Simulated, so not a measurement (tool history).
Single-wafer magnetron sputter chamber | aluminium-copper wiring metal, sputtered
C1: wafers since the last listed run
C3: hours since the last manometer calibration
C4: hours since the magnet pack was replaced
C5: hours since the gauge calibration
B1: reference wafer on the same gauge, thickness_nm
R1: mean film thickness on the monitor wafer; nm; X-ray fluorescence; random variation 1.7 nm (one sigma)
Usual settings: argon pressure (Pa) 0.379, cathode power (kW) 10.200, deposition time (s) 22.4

Run 1, day 0.000: usual settings; C1 0; wafers on the sputter target 5153; C3 430.9; C4 3040.3; C5 562.1; B1 451.149. Result: R1 440.688 nm.
Run 2, day 2.867: usual settings; C1 1397; wafers on the sputter target 6550; C3 499.7; C4 3109.1; C5 630.9; B1 450.857. Result: R1 443.322 nm.
At day 5.033: sputter target and shields replaced.
Run 3, day 5.346: usual settings but cathode power (kW) 10.850, deposition time (s) 21.2; C1 1045; wafers on the sputter target 151; C3 559.2; C4 3168.6; C5 690.4; B1 450.904. Result: R1 438.608 nm.
Run 4, day 10.004: usual settings but cathode power (kW) 10.850, deposition time (s) 21.2; C1 2270; wafers on the sputter target 2422; C3 671.0; C4 3280.4; C5 802.2; B1 451.006. Result: R1 438.070 nm.
Run 5, day 12.162: usual settings; C1 1052; wafers on the sputter target 3474; C3 722.8; C4 3332.2; C5 854.0; B1 450.528. Result: R1 439.149 nm.
Run 6, day 13.217: usual settings; C1 513; wafers on the sputter target 3988; C3 748.1; C4 3357.5; C5 879.3; B1 450.845. Result: R1 439.176 nm.
Run 7, day 16.017: usual settings; C1 1364; wafers on the sputter target 5352; C3 815.3; C4 3424.7; C5 946.5; B1 450.779. Result: R1 438.412 nm.
Run 8, day 18.525: usual settings but argon pressure (Pa) 0.298; C1 1222; wafers on the sputter target 6575; C3 875.5; C4 3484.9; C5 1006.7; B1 450.395. Result: R1 459.804 nm.
Run 9, day 20.675: usual settings but argon pressure (Pa) 0.298; C1 1047; wafers on the sputter target 7623; C3 927.1; C4 3536.5; C5 1058.3; B1 451.102. Result: R1 464.491 nm.
At day 21.754: sputter target and shields replaced.
Run 10, day 22.725: usual settings but argon pressure (Pa) 0.312, cathode power (kW) 11.700; C1 836; wafers on the sputter target 473; C3 976.3; C4 3585.7; C5 1107.5; B1 450.874. Result: R1 507.443 nm.
Run 11, day 25.296: usual settings; C1 1253; wafers on the sputter target 1726; C3 1038.0; C4 3647.4; C5 1169.2; B1 451.210. Result: R1 435.457 nm.
Run 12, day 26.333: usual settings; C1 505; wafers on the sputter target 2232; C3 1062.9; C4 3672.3; C5 1194.1; B1 451.344. Result: R1 435.660 nm.
Run 13, day 27.875: usual settings; C1 751; wafers on the sputter target 2983; C3 1099.9; C4 3709.3; C5 1231.1; B1 450.499. Result: R1 435.135 nm.
Run 14, day 30.379: usual settings; C1 1220; wafers on the sputter target 4204; C3 1160.0; C4 3769.4; C5 1291.2; B1 450.922. Result: R1 438.341 nm.
At day 31.000: capacitance manometer re-zeroed and calibrated.
Run 15, day 31.592: usual settings; C1 428; wafers on the sputter target 4633; C3 14.2; C4 3798.5; C5 1320.3; B1 451.222. Result: R1 427.631 nm.
At day 32.738: gauge calibrated.
Run 16, day 32.775: usual settings; C1 576; wafers on the sputter target 5209; C3 42.6; C4 3826.9; C5 0.9; B1 451.232. Result: R1 432.646 nm.
Run 17, day 33.925: usual settings; C1 560; wafers on the sputter target 5770; C3 70.2; C4 3854.5; C5 28.5; B1 450.931. Result: R1 431.682 nm.
At day 40.417: sputter target and shields replaced.
Run 18, day 42.033: usual settings but argon pressure (Pa) 0.331, cathode power (kW) 11.700, deposition time (s) 26.9; C1 3789; wafers on the sputter target 788; C3 264.8; C4 4049.1; C5 223.1; B1 450.817. Result: R1 588.772 nm.
Run 19, day 44.042: usual settings but argon pressure (Pa) 0.307, deposition time (s) 20.5; C1 978; wafers on the sputter target 1766; C3 313.0; C4 4097.3; C5 271.3; B1 451.166. Result: R1 414.758 nm.
Run 20, day 47.075: usual settings but deposition time (s) 20.3; C1 1478; wafers on the sputter target 3245; C3 385.8; C4 4170.1; C5 344.1; B1 451.207. Result: R1 388.981 nm.
At day 47.946: capacitance manometer re-zeroed and calibrated, repeated, since the last time left the tool worse.
Run 21, day 49.225: usual settings but cathode power (kW) 11.250, deposition time (s) 21.1; C1 885; wafers on the sputter target 4130; C3 30.7; C4 4221.7; C5 395.7; B1 450.732. Result: R1 447.843 nm.
Run 22, day 52.171: usual settings but deposition time (s) 24.8; C1 1435; wafers on the sputter target 5566; C3 101.4; C4 4292.4; C5 466.4; B1 450.958. Result: R1 489.706 nm.
At day 54.692: magnet pack replaced.
Run 23, day 54.712: usual settings; C1 1076; wafers on the sputter target 6643; C3 162.4; C4 0.5; C5 527.4; B1 450.842. Result: R1 441.720 nm.
Run 24, day 56.858: usual settings but argon pressure (Pa) 0.251, cathode power (kW) 9.000, deposition time (s) 19.0; C1 1045; wafers on the sputter target 7689; C3 213.9; C4 52.0; C5 578.9; B1 451.201. Result: R1 369.806 nm.
At day 57.400: sputter target and shields replaced.
Run 25, day 59.246: usual settings but argon pressure (Pa) 0.337, cathode power (kW) 8.550, deposition time (s) 25.2; C1 1001; wafers on the sputter target 899; C3 271.2; C4 109.3; C5 636.2; B1 450.663. Result: R1 448.257 nm.
Run 26, day 61.321: usual settings; C1 1011; wafers on the sputter target 1911; C3 321.0; C4 159.1; C5 686.0; B1 450.723. Result: R1 436.888 nm.
Run 27, day 63.454: usual settings but argon pressure (Pa) 0.334, cathode power (kW) 9.550; C1 1039; wafers on the sputter target 2950; C3 372.2; C4 210.3; C5 737.2; B1 451.411. Result: R1 432.510 nm.
Run 28, day 67.396: usual settings but cathode power (kW) 11.200; C1 1921; wafers on the sputter target 4872; C3 466.8; C4 304.9; C5 831.8; B1 451.223. Result: R1 474.004 nm.
Run 29, day 69.500: usual settings but argon pressure (Pa) 0.277, cathode power (kW) 12.600, deposition time (s) 24.8; C1 1025; wafers on the sputter target 5897; C3 517.3; C4 355.4; C5 882.3; B1 450.539. Result: R1 612.038 nm.
Run 30, day 71.354: usual settings but argon pressure (Pa) 0.529, cathode power (kW) 8.900; C1 903; wafers on the sputter target 6801; C3 561.8; C4 399.9; C5 926.8; B1 450.980. Result: R1 363.707 nm.
At day 73.462: sputter target and shields replaced.
Run 31, day 73.562: usual settings but argon pressure (Pa) 0.290, deposition time (s) 24.5; C1 913; wafers on the sputter target 49; C3 614.8; C4 452.9; C5 979.8; B1 450.595. Result: R1 505.949 nm.
Run 32, day 75.879: usual settings but argon pressure (Pa) 0.257, cathode power (kW) 11.200, deposition time (s) 20.5; C1 1129; wafers on the sputter target 1178; C3 670.4; C4 508.5; C5 1035.4; B1 451.035. Result: R1 466.635 nm.
Run 33, day 77.508: usual settings but cathode power (kW) 9.150, deposition time (s) 20.4; C1 794; wafers on the sputter target 1973; C3 709.5; C4 547.6; C5 1074.5; B1 451.006. Result: R1 368.354 nm.
Run 34, day 80.121: usual settings but cathode power (kW) 8.900; C1 1273; wafers on the sputter target 3246; C3 772.2; C4 610.3; C5 1137.2; B1 450.979. Result: R1 394.269 nm.

Forecast each of these 4 alternatives for the next run:
Run A, day 80.138: usual settings but deposition time (s) 18.7; C1 8; wafers on the sputter target 3254; C3 772.6; C4 610.7; C5 1137.6; B1 ?. Result: R1 ?.
Run B, day 80.138: usual settings but cathode power (kW) 8.550, deposition time (s) 25.9; C1 8; wafers on the sputter target 3254; C3 772.6; C4 610.7; C5 1137.6; B1 ?. Result: R1 ?.
Run C, day 80.138: usual settings but argon pressure (Pa) 0.301, cathode power (kW) 11.200, deposition time (s) 20.0; C1 8; wafers on the sputter target 3254; C3 772.6; C4 610.7; C5 1137.6; B1 ?. Result: R1 ?.
Run D, day 80.138: usual settings but argon pressure (Pa) 0.281, cathode power (kW) 11.900, deposition time (s) 18.4; C1 8; wafers on the sputter target 3254; C3 772.6; C4 610.7; C5 1137.6; B1 ?. Result: R1 ?.

run       B1       R1
  A  451.125  363.185
  B  451.125  442.130
  C  451.125  438.549
  D  451.125  428.351
Without the tool's hidden state the same runs would have given:
run       R1
  A  368.468
  B  448.561
  C  443.506
  D  432.829
